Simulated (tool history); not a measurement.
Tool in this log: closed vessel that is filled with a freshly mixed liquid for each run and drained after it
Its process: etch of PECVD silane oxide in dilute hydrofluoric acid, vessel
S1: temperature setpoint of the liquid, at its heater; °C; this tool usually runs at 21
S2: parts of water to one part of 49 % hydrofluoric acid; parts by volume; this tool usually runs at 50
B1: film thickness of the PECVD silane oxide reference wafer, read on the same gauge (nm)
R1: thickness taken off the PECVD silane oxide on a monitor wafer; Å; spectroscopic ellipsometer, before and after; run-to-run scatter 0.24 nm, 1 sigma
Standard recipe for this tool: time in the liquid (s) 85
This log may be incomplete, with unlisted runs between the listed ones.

Run 1, hour 0: usual settings but S2 40 parts by volume; B1 30. Result: R1 531.3 Å.
At hour 24.9: gauge calibrated.
Run 2, hour 50: usual settings but S2 40 parts by volume; B1 30. Result: R1 532.4 Å.
Run 3, hour 75.2: usual settings; B1 30.01. Result: R1 420.6 Å.
Run 4, hour 125.9: usual settings; B1 30. Result: R1 425.6 Å.
Run 5, hour 159: usual settings; B1 29.99. Result: R1 423.5 Å.
Run 6, hour 185.3: usual settings; B1 30.01. Result: R1 429.1 Å.
Run 7, hour 224.4: usual settings; B1 30.02. Result: R1 427.6 Å.
Run 8, hour 275.4: usual settings; B1 30. Result: R1 435.1 Å.
Run 9, hour 335.6: usual settings; B1 29.99. Result: R1 428 Å.
Run 10, hour 375.8: usual settings but S2 30 parts by volume; B1 30. Result: R1 735.9 Å.
Run 11, hour 411.1: usual settings; B1 29.99. Result: R1 438.3 Å.
At hour 440.6: thermometer replaced.
Run 12, hour 452.2: usual settings but time in the liquid (s) 130; B1 30.01. Result: R1 668.6 Å.
Run 13, hour 478.9: usual settings but S1 17 °C, time in the liquid (s) 130; B1 30.01. Result: R1 560.8 Å.
At hour 502.8: hydrofluoric acid flow meter replaced.
At hour 525.1: gauge calibrated.
Run 14, hour 536.2: usual settings but S1 23 °C, S2 25 parts by volume, time in the liquid (s) 125; B1 30.02. Result: R1 1311.9 Å.

Run 15, settings as shown, results not yet in. Your forecast:
Run 15, hour 607: usual settings but S1 23 °C, S2 30 parts by volume; B1 ?. Result: R1 ?.

B1: 30.01
R1: 743.1 Å
Minus the tool's unlogged condition, the same run would have read R1 723.8 Å.
